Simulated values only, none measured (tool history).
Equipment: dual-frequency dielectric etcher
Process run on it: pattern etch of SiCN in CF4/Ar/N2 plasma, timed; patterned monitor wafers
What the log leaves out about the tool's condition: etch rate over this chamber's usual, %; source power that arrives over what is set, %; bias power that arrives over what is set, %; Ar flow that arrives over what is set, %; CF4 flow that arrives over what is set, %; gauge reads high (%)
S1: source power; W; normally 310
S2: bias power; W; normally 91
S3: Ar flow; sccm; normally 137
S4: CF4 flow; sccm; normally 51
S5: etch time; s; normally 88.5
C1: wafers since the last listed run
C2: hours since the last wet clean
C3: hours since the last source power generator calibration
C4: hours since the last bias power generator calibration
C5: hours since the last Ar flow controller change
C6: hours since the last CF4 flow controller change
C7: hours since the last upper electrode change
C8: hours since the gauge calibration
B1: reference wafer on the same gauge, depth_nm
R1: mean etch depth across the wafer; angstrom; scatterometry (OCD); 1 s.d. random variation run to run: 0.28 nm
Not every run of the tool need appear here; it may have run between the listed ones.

run    day   S1   S2   S3  S4     S5   C1     C2      C3      C4      C5      C6      C7     C8    B1   R1
  1  0.000  280   91  117  51   88.5    0  259.1  3539.5  4415.6  2837.7  4024.4  4819.7   91.4  53.8  523
  2  0.288  280   91  117  51   88.5   57  266.0  3546.4  4422.5  2844.6  4031.3  4826.6   98.3  53.8  525
  3  1.275  310   91  137  51   88.5  198  289.7  3570.1  4446.2  2868.3  4055.0  4850.3  122.0  53.8  542
  4  1.904  310   91  137  51   88.5  126  304.8  3585.2  4461.3  2883.4  4070.1  4865.4  137.1  53.8  539
  5  2.254  310   91  137  46   88.5   70  313.2  3593.6  4469.7  2891.8  4078.5  4873.8  145.5  53.7  531
  6  2.983  310   91  137  46   88.5  146  330.7  3611.1  4487.2  2909.3  4096.0  4891.3  163.0  53.8  530
     3.400  -- Ar flow controller replaced
  7  3.421  310  101  137  51   88.5   37  341.2  3621.6  4497.7     0.5  4106.5  4901.8  173.5  53.8  560
  8  3.796  310   80  137  58   88.5   75  350.2  3630.6  4506.7     9.5  4115.5  4910.8  182.5  53.8  526
     4.362  -- CF4 flow controller replaced
  9  4.383  310   82  137  51   88.5   67  364.3  3644.7  4520.8    23.6     0.5  4924.9  196.6  53.8  514
     5.112  -- bias power generator calibrated
     5.129  -- source power generator calibrated
     5.392  -- wet clean of the chamber
 10  5.412  310   91  170  42   72.5  117    0.5     6.8     7.2    48.3    25.2  4949.6  221.3  53.8  399
 11  5.429  310   91  137  51   88.5    1    0.9     7.2     7.6    48.7    25.6  4950.0  221.7  53.8  522
     6.421  -- upper electrode replaced
 12  6.442  310   91  116  61   88.5    4   25.2    31.5    31.9    73.0    49.9     0.5  246.0  53.8  553
 13  6.454  310   91  126  51  110.5    2   25.5    31.8    32.2    73.3    50.2     0.8  246.3  53.8  656
     7.025  -- gauge calibrated
     7.554  -- wet clean of the chamber, repeated, since the last time left the tool worse
 14  7.575  310   91  127  51   80.5   24    0.5    58.7    59.1   100.2    77.1    27.7   13.2  53.8  517
 15  7.588  310   91  137  59   68.5    2    0.8    59.0    59.4   100.5    77.4    28.0   13.5  53.8  444
 16  7.917  310   91  107  51   88.5   66    8.7    66.9    67.3   108.4    85.3    35.9   21.4  53.8  575
 17  8.188  310   82  137  51   88.5   54   15.2    73.4    73.8   114.9    91.8    42.4   27.9  53.9  535

Forecast run 18:
 18  8.825  230  112  137  51  102.5  128  30.5  88.7  89.1  130.2  107.1  57.7  43.2   ?   ?

Run 18 gave B1 53.9, R1 597 angstrom.
With no hidden state in the tool, this same run would have given R1 597 angstrom.
